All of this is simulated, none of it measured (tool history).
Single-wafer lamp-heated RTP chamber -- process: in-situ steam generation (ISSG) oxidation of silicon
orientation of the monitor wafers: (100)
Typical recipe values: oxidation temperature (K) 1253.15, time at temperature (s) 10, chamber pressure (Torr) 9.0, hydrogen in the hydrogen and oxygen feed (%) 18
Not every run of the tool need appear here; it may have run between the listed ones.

run    hour  oxidation temperature (K)  time at temperature (s)  chamber pressure (Torr)  hydrogen in the hydrogen and oxygen feed (%)  read-back reference wafer on the same gauge, thickness  oxide thickness on the monitor wafer (Å)
  1     0.0                    1253.15                       10                      9.0                                            18                                                   4.303                                     42.00
  2   138.9                    1253.15                       13                      9.0                                            18                                                   4.300                                     47.62
  3   168.3                    1253.15                       13                      9.0                                            18                                                   4.299                                     46.20
  4   240.0                    1253.15                       13                      9.0                                            18                                                   4.301                                     46.37
  5   270.6                    1253.15                       10                      9.0                                            18                                                   4.298                                     41.71
  6   327.9                    1253.15                       10                      9.0                                            18                                                   4.299                                     41.82
  7   367.4                    1253.15                       10                      9.0                                            18                                                   4.304                                     42.01
  8   403.6                    1253.15                       10                      9.0                                            18                                                   4.301                                     42.08
  9   430.0                    1253.15                       10                      9.0                                            18                                                   4.301                                     42.24
 10   472.2                    1245.15                       12                      9.0                                            18                                                   4.302                                     44.55
 11   542.2                    1262.15                        6                      9.0                                            27                                                   4.301                                     39.29
 12   568.7                    1253.15                       10                      9.0                                            18                                                   4.302                                     42.44
 13   641.3                    1271.15                       10                      9.0                                            11                                                   4.301                                     40.26
 14   703.6                    1253.15                       11                      9.0                                            18                                                   4.303                                     43.19
 15   770.3                    1253.15                       10                      9.0                                            18                                                   4.301                                     41.67
 16   808.5                    1253.15                        7                      7.6                                            18                                                   4.297                                     36.26
 17   880.1                    1253.15                       10                      8.1                                            24                                                   4.301                                     45.40
 18   946.9                    1253.15                       10                      9.0                                            18                                                   4.303                                     42.02
 19  1010.3                    1253.15                       10                      9.0                                            11                                                   4.301                                     37.74
 20  1038.8                    1253.15                       10                      8.5                                            18                                                   4.301                                     42.31
 21  1070.8                    1253.15                       10                      9.0                                            18                                                   4.301                                     42.40
 22  1124.4                    1239.15                       10                      9.0                                            12                                                   4.297                                     37.12
 23  1290.7                    1253.15                       10                      9.0                                            18                                                   4.299                                     41.54
 24  1347.0                    1253.15                       10                      9.0                                            18                                                   4.302                                     41.82
 25  1393.9                    1261.15                       12                      8.5                                            24                                                   4.303                                     49.93
 26  1437.6                    1253.15                        8                      9.8                                            13                                                   4.301                                     35.11
 27  1488.2                    1272.15                        8                      8.0                                            14                                                   4.298                                     38.25
 28  1516.5                    1269.15                        6                      8.2                                            21                                                   4.301                                     37.42
 29  1560.9                    1253.15                       10                      9.0                                            18                                                   4.296                                     42.40
 30  1616.5                    1253.15                       10                      9.0                                            18                                                   4.302                                     42.49
 31  1663.7                    1243.15                       10                      9.4                                            13                                                   4.300                                     38.11
 32  1728.8                    1270.15                       12                      9.0                                            22                                                   4.301                                     49.73

Taken out of this log: 7 entries between the listed runs. Where each belongs, and how the hidden state differs across it:
In the gap between runs 1 and 2: hydrogen flow controller replaced (hour 108.3)
  true wafer temperature minus pyrometer reading, K: 7.55 -> 10.4
  measured minus no-state result, oxide thickness on the monitor wafer (Å): +0.89 -> +1.55
In the gap between runs 2 and 3: pyrometer window cleaned and pyrometer calibrated (hour 151.0)
  true wafer temperature minus pyrometer reading, K: 10.4 -> 1.41
  measured minus no-state result, oxide thickness on the monitor wafer (Å): +1.55 -> +0.20
In the gap between runs 10 and 11: gauge calibrated (hour 499.8)
  true wafer temperature minus pyrometer reading, K: 7.61 -> 9.04
  measured minus no-state result, oxide thickness on the monitor wafer (Å): +0.96 -> +0.86
In the gap between runs 12 and 13: pressure gauge zeroed (hour 640.8)
  true wafer temperature minus pyrometer reading, K: 9.58 -> 11.1
  measured minus no-state result, oxide thickness on the monitor wafer (Å): +1.14 -> +1.44
In the gap between runs 13 and 14: pyrometer window cleaned and pyrometer calibrated (hour 689.1)
  true wafer temperature minus pyrometer reading, K: 11.1 -> 0.97
  measured minus no-state result, oxide thickness on the monitor wafer (Å): +1.44 -> +0.12
In the gap between runs 22 and 23: pyrometer window cleaned and pyrometer calibrated (hour 1250.8)
  true wafer temperature minus pyrometer reading, K: 9.56 -> 2.06
  measured minus no-state result, oxide thickness on the monitor wafer (Å): +0.89 -> +0.23
In the gap between runs 31 and 32: pyrometer window cleaned and pyrometer calibrated (hour 1696.0)
  true wafer temperature minus pyrometer reading, K: 9.67 -> 2.06
  measured minus no-state result, oxide thickness on the monitor wafer (Å): +0.96 -> +0.35
